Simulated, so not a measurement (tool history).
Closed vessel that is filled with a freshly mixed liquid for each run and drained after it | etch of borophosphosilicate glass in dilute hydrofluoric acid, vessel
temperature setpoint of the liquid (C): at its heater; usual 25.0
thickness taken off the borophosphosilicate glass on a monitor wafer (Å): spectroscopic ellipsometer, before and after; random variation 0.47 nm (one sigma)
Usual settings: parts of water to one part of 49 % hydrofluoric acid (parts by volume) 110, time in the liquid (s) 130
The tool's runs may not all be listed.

run    hour  temperature setpoint of the liquid (C)  parts of water to one part of 49 % hydrofluoric acid (parts by volume)  time in the liquid (s)  read-back film thickness of the borophosphosilicate glass reference wafer, read on the same gauge (nm)  thickness taken off the borophosphosilicate glass on a monitor wafer (Å)
  1     0.0                                    25.0                                                                     110                     130                                                                                                  110.01                                                                     552.3
  2    55.9                                    25.0                                                                     110                     130                                                                                                  109.99                                                                     559.7
  3   119.3                                    25.0                                                                     110                      80                                                                                                  109.98                                                                     349.3
  4   185.3                                    25.0                                                                     110                      80                                                                                                  110.00                                                                     350.0
  5   228.5                                    23.0                                                                     110                     130                                                                                                  110.03                                                                     528.1
  6   281.9                                    23.0                                                                     110                     130                                                                                                  109.99                                                                     524.6
  7   341.3                                    23.0                                                                     110                     130                                                                                                  110.02                                                                     531.0
  8   365.3                                    25.0                                                                      85                      70                                                                                                  109.98                                                                     418.1
  9   417.9                                    25.0                                                                     110                     130                                                                                                  109.99                                                                     583.1
 10   486.2                                    23.5                                                                      95                      75                                                                                                  110.02                                                                     374.4
 11   511.5                                    25.0                                                                     155                     130                                                                                                  110.00                                                                     394.2
 12   567.9                                    25.0                                                                     125                     130                                                                                                  110.00                                                                     509.1
 13   612.7                                    25.0                                                                     110                     130                                                                                                  110.02                                                                     594.2
 14   661.7                                    25.0                                                                     110                      80                                                                                                  110.00                                                                     373.5
 15   702.4                                    25.0                                                                     110                     130                                                                                                  109.96                                                                     595.5
 16   731.0                                    25.0                                                                     110                      55                                                                                                  110.00                                                                     252.0
      742.1  -- thermometer replaced
      742.9  -- gauge calibrated
 17   762.0                                    25.0                                                                     155                      70                                                                                                  109.99                                                                     191.6
 18   832.9                                    29.5                                                                      95                     170                                                                                                  110.03                                                                     991.6
 19   896.4                                    22.5                                                                     135                      95                                                                                                  109.99                                                                     287.1
 20   965.7                                    25.0                                                                      60                     130                                                                                                  109.98                                                                    1057.5
 21  1023.4                                    25.0                                                                     110                     130                                                                                                  110.00                                                                     561.0
 22  1089.2                                    25.0                                                                     110                     210                                                                                                  110.00                                                                     915.1
     1101.6  -- hydrofluoric acid flow meter replaced
 23  1155.6                                    23.0                                                                     155                     200                                                                                                  109.98                                                                     485.7
 24  1199.1                                    21.0                                                                     110                     130                                                                                                  109.97                                                                     428.8
 25  1325.4                                    28.5                                                                     145                     180                                                                                                  109.99                                                                     584.1

Forecast run 26:
 26  1379.2                                    26.5                                                                     165                      85                                                                                                       ?                                                                         ?

{"run 26": {"read-back film thickness of the borophosphosilicate glass reference wafer, read on the same gauge (nm)": 110.01, "thickness taken off the borophosphosilicate glass on a monitor wafer (Å)": 226.1}}
Without the tool's hidden state the same run would have given thickness taken off the borophosphosilicate glass on a monitor wafer (Å) 212.4.

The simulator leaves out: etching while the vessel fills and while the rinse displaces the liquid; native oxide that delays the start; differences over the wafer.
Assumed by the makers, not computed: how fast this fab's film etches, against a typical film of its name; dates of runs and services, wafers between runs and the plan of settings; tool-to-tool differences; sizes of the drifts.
